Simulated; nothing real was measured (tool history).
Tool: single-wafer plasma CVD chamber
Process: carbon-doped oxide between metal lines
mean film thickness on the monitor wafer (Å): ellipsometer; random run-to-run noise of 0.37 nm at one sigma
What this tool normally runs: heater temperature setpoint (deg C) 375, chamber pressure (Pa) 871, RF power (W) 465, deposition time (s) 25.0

run,hour,heater temperature setpoint (deg C),chamber pressure (Pa),RF power (W),deposition time (s),"read-back reference wafer on the same gauge, thickness_nm",mean film thickness on the monitor wafer (Å)
1,0.0,375,871,465,28.0,141.856,1401.92
2,38.0,375,871,465,28.0,142.025,1411.11
# hour 68.8: capacitance manometer re-zeroed and calibrated
3,101.9,375,871,465,25.0,141.992,1258.55
4,129.5,375,871,465,25.0,141.977,1255.19
5,195.5,375,871,465,25.0,142.041,1257.88
6,251.8,375,871,465,25.0,142.147,1255.64
7,323.1,375,871,465,25.0,141.985,1258.86
8,365.6,375,871,465,25.0,141.936,1254.57
9,405.8,375,871,465,25.0,142.009,1260.19
10,445.6,375,871,465,25.0,142.058,1269.68
11,472.1,375,996,465,25.0,142.045,1261.86
12,533.7,375,871,465,25.0,142.035,1267.94
# hour 557.6: gauge calibrated
13,604.1,375,871,465,25.0,142.067,1263.41
# hour 649.0: showerhead replaced
14,649.5,375,871,465,25.0,141.976,1265.20
15,675.4,370,1036,505,20.5,141.951,1136.01
16,711.2,368,711,465,25.0,141.996,1273.35
17,870.6,370,1036,505,20.5,142.137,1132.59
18,936.5,375,660,430,29.4,142.001,1365.26
19,967.1,375,871,535,27.6,142.016,1545.71
# hour 990.0: thermocouple changed; heater temperature recalibrated
# hour 1000.6: capacitance manometer re-zeroed and calibrated
20,1001.1,385,871,440,25.0,141.980,1163.17
# hour 1056.4: RF generator calibrated
21,1062.6,380,1028,465,25.0,142.010,1237.38
22,1125.5,389,713,535,27.7,142.041,1461.90
23,1192.2,375,871,530,25.0,141.867,1368.05
24,1222.6,375,871,435,25.0,141.833,1175.10
25,1252.1,361,1035,535,25.0,141.962,1450.30
26,1299.6,362,697,510,26.7,141.890,1447.91
27,1339.7,361,744,500,29.2,141.956,1578.62
28,1386.4,375,871,465,25.0,142.066,1251.58
29,1419.4,375,871,465,25.0,141.954,1245.18

Some steps in mean film thickness on the monitor wafer (Å) between neighbouring runs. How much of each would the tool show without its hidden state too (settings, what came in, random variation), and how much is left for the hidden state, with any gauge scatter that isn't in both results?
The hidden state here: wafer temperature above the value expected at the setpoint (K); delivered RF power above the setpoint (%); true pressure above the setpoint (%); gauge reads high (%).
Run 18 -> 19: chamber pressure (Pa) 660 -> 871, RF power (W) 430 -> 535, deposition time (s) 29.4 -> 27.6. mean film thickness on the monitor wafer (Å) +180.45: hidden state +3.43, all else +177.02.
Run 19 -> 20: heater temperature setpoint (deg C) 375 -> 385, RF power (W) 535 -> 440, deposition time (s) 27.6 -> 25.0, thermocouple changed; heater temperature recalibrated, capacitance manometer re-zeroed and calibrated. mean film thickness on the monitor wafer (Å) -382.54: hidden state -29.03, all else -353.51.
Run 27 -> 28: heater temperature setpoint (deg C) 361 -> 375, chamber pressure (Pa) 744 -> 871, RF power (W) 500 -> 465, deposition time (s) 29.2 -> 25.0. mean film thickness on the monitor wafer (Å) -327.04: hidden state +0.30, all else -327.34.
